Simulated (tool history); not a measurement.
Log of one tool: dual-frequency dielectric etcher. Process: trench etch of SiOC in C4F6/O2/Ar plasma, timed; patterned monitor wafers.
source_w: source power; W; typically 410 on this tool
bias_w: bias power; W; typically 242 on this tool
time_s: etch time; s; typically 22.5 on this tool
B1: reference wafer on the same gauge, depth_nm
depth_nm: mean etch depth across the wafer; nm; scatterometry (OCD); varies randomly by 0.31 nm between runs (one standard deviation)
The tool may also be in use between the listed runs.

run 1 hour=0.0 | source_w=410 bias_w=242 time_s=22.5 | B1=57.3 | depth_nm=56.9
run 2 hour=12.0 | source_w=410 bias_w=242 time_s=22.5 | B1=57.3 | depth_nm=57.2
run 3 hour=27.4 | source_w=410 bias_w=242 time_s=22.5 | B1=57.3 | depth_nm=56.7
run 4 hour=44.8 | source_w=350 bias_w=242 time_s=22.5 | B1=57.3 | depth_nm=55.1
run 5 hour=53.6 | source_w=350 bias_w=242 time_s=22.5 | B1=57.4 | depth_nm=55.2
run 6 hour=67.5 | source_w=410 bias_w=242 time_s=22.5 | B1=57.3 | depth_nm=57.4
-- hour=106.2 upper electrode replaced
run 7 hour=106.7 | source_w=410 bias_w=242 time_s=22.5 | B1=57.3 | depth_nm=57.3
run 8 hour=107.1 | source_w=410 bias_w=242 time_s=22.5 | B1=57.4 | depth_nm=56.9
run 9 hour=107.4 | source_w=410 bias_w=242 time_s=22.5 | B1=57.3 | depth_nm=57.5
-- hour=122.3 source power generator calibrated
-- hour=125.9 bias power generator calibrated
-- hour=148.8 wet clean of the chamber
run 10 hour=149.3 | source_w=410 bias_w=242 time_s=22.5 | B1=57.3 | depth_nm=56.6
run 11 hour=149.6 | source_w=410 bias_w=242 time_s=22.5 | B1=57.3 | depth_nm=57.2
run 12 hour=149.9 | source_w=490 bias_w=264 time_s=29.5 | B1=57.3 | depth_nm=80.5
run 13 hour=154.5 | source_w=410 bias_w=242 time_s=22.5 | B1=57.3 | depth_nm=57.3
run 14 hour=170.2 | source_w=440 bias_w=286 time_s=22.5 | B1=57.3 | depth_nm=60.3
run 15 hour=177.7 | source_w=320 bias_w=242 time_s=26.5 | B1=57.3 | depth_nm=63.2
run 16 hour=193.3 | source_w=350 bias_w=295 time_s=29.5 | B1=57.3 | depth_nm=76.0

Run 17 comes next. What will it give?
-- hour=195.0 gauge calibrated
run 17 hour=210.6 | source_w=410 bias_w=242 time_s=22.5 | B1=? | depth_nm=?

B1: 57.3
depth_nm: 57.3 nm
If the tool had no hidden condition, the same run with the same run-to-run variation would have returned depth_nm 57.3 nm.
